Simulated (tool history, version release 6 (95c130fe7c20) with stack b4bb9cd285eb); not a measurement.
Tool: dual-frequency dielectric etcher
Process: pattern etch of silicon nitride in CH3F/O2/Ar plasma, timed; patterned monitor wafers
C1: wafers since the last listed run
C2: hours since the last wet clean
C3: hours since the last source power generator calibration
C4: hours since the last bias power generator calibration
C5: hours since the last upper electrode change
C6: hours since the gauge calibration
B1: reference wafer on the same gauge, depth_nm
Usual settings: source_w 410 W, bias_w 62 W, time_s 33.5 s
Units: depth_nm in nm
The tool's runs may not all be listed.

run 1 hour=0.0 | source_w=360 bias_w=62 time_s=33.5 | C1=0 C2=161.8 C3=1348.8 C4=2003.8 C5=3901.0 C6=204.5 | B1=26.62 | depth_nm=21.61
run 2 hour=26.5 | source_w=410 bias_w=62 time_s=33.5 | C1=562 C2=188.3 C3=1375.3 C4=2030.3 C5=3927.5 C6=231.0 | B1=26.60 | depth_nm=23.51
run 3 hour=73.4 | source_w=410 bias_w=62 time_s=33.5 | C1=994 C2=235.2 C3=1422.2 C4=2077.2 C5=3974.4 C6=277.9 | B1=26.59 | depth_nm=23.65
run 4 hour=117.1 | source_w=410 bias_w=62 time_s=37.5 | C1=927 C2=278.9 C3=1465.9 C4=2120.9 C5=4018.1 C6=321.6 | B1=26.59 | depth_nm=26.45
run 5 hour=155.7 | source_w=410 bias_w=62 time_s=37.5 | C1=818 C2=317.5 C3=1504.5 C4=2159.5 C5=4056.7 C6=360.2 | B1=26.62 | depth_nm=26.46
run 6 hour=185.9 | source_w=330 bias_w=62 time_s=33.5 | C1=640 C2=347.7 C3=1534.7 C4=2189.7 C5=4086.9 C6=390.4 | B1=26.55 | depth_nm=20.84
-- hour=229.5 wet clean of the chamber
-- hour=248.4 upper electrode replaced
run 7 hour=248.9 | source_w=330 bias_w=62 time_s=33.5 | C1=425 C2=19.4 C3=1597.7 C4=2252.7 C5=0.5 C6=453.4 | B1=26.58 | depth_nm=20.79
-- hour=261.4 gauge calibrated
-- hour=291.9 source power generator calibrated
run 8 hour=311.6 | source_w=470 bias_w=78 time_s=27.5 | C1=1245 C2=82.1 C3=19.7 C4=2315.4 C5=63.2 C6=50.2 | B1=26.58 | depth_nm=22.63
run 9 hour=363.2 | source_w=410 bias_w=50 time_s=26.5 | C1=1094 C2=133.7 C3=71.3 C4=2367.0 C5=114.8 C6=101.8 | B1=26.56 | depth_nm=17.41

The next listed run, before its measurement:
-- hour=387.7 bias power generator calibrated
run 10 hour=414.6 | source_w=370 bias_w=62 time_s=27.0 | C1=1005 C2=185.1 C3=122.7 C4=26.9 C5=166.2 C6=153.2 | B1=? | depth_nm=?

Run 10 gave B1 26.63, depth_nm 17.82 nm.
Without the tool's hidden state the same run would have given depth_nm 17.82 nm.
